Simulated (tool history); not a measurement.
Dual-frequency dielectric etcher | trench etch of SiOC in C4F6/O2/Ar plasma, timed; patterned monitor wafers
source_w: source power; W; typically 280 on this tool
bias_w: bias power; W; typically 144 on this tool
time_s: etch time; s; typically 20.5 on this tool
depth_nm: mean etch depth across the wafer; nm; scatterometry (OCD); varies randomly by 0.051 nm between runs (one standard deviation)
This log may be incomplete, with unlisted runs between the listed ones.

run    hour  source_w  bias_w  time_s  wafers since the last listed run  hours since the last wet clean  hours since the last source power generator calibration  hours since the last bias power generator calibration  hours since the last upper electrode change  hours since the gauge calibration  read-back reference wafer on the same gauge, depth_nm  depth_nm
  1       0       280     164    20.5                                 0                           304.8                                                   1832.7                                                 2279.6                                       3833.1                              367.8                                                  34.49     35.19
  2    61.8       280     164    20.5                               859                           366.6                                                   1894.5                                                 2341.4                                       3894.9                              429.6                                                   34.5     35.12
         90  -- wet clean of the chamber
  3   105.3       280     144    20.5                               271                            15.3                                                     1938                                                 2384.9                                       3938.4                              473.1                                                   34.5     34.77
  4   132.1       280     144    20.5                               372                            42.1                                                   1964.8                                                 2411.7                                       3965.2                              499.9                                                   34.5      34.7
  5   189.6       280     144    20.5                               799                            99.6                                                   2022.3                                                 2469.2                                       4022.7                              557.4                                                  34.51     34.62
  6   225.2       280     144    20.5                               494                           135.2                                                   2057.9                                                 2504.8                                       4058.3                                593                                                   34.5     34.54
  7   255.4       280     144    20.5                               419                           165.4                                                   2088.1                                                   2535                                       4088.5                              623.2                                                   34.5     34.59
      318.2  -- source power generator calibrated
  8   318.7       280     144    20.5                               824                           228.7                                                      0.5                                                 2598.3                                       4151.8                              686.5                                                   34.5     34.13
  9   382.6       280     144    20.5                               888                           292.6                                                     64.4                                                 2662.2                                       4215.7                              750.4                                                  34.52     34.23
      436.6  -- wet clean of the chamber
 10   437.1       280     144    20.5                               424                             0.5                                                    118.9                                                 2716.7                                       4270.2                              804.9                                                   34.5      34.4
 11   500.7       280     144    20.5                               884                            64.1                                                    182.5                                                 2780.3                                       4333.8                              868.5                                                  34.48     34.37
 12   564.3       240     108    18.5                               884                           127.7                                                    246.1                                                 2843.9                                       4397.4                              932.1                                                   34.5     28.46
 13     623       210     144      26                               816                           186.4                                                    304.8                                                 2902.6                                       4456.1                              990.8                                                   34.5     40.21
      659.8  -- bias power generator calibrated
 14   662.2       280     113    20.5                               489                           225.6                                                      344                                                    2.4                                       4495.3                               1030                                                   34.5     32.98
 15   715.6       280     144    20.5                               742                             279                                                    397.4                                                   55.8                                       4548.7                             1083.4                                                  34.48     34.23
        740  -- gauge calibrated
      794.4  -- upper electrode replaced
      805.6  -- wet clean of the chamber
 16   806.1       240     167    24.5                               768                             0.5                                                    487.9                                                  146.3                                         11.7                               66.1                                                   34.5     40.57
 17   852.7       280     121    15.5                               647                            47.1                                                    534.5                                                  192.9                                         58.3                              112.7                                                   34.5     25.35
 18   916.8       240     144    15.5                               891                           111.2                                                    598.6                                                    257                                        122.4                              176.8                                                   34.5        25
 19   952.3       280     144    20.5                               493                           146.7                                                    634.1                                                  292.5                                        157.9                              212.3                                                  34.51     34.49
 20  1022.5       280     144    20.5                               975                           216.9                                                    704.3                                                  362.7                                        228.1                              282.5                                                   34.5      34.4

Forecast each of these 3 alternatives for the next run:
  A  1022.9       280     144    20.5                                 5                           217.3                                                    704.7                                                  363.1                                        228.5                              282.9                                                      ?         ?
  B  1022.9       280     144      16                                 5                           217.3                                                    704.7                                                  363.1                                        228.5                              282.9                                                      ?         ?
  C  1022.9       280     111    20.5                                 5                           217.3                                                    704.7                                                  363.1                                        228.5                              282.9                                                      ?         ?

run  read-back reference wafer on the same gauge, depth_nm  depth_nm
  A                                                   34.5     34.37
  B                                                   34.5     26.82
  C                                                   34.5     33.07
Had the tool no hidden state, the same runs would have come out as:
run  depth_nm
  A     34.22
  B     26.71
  C     32.93
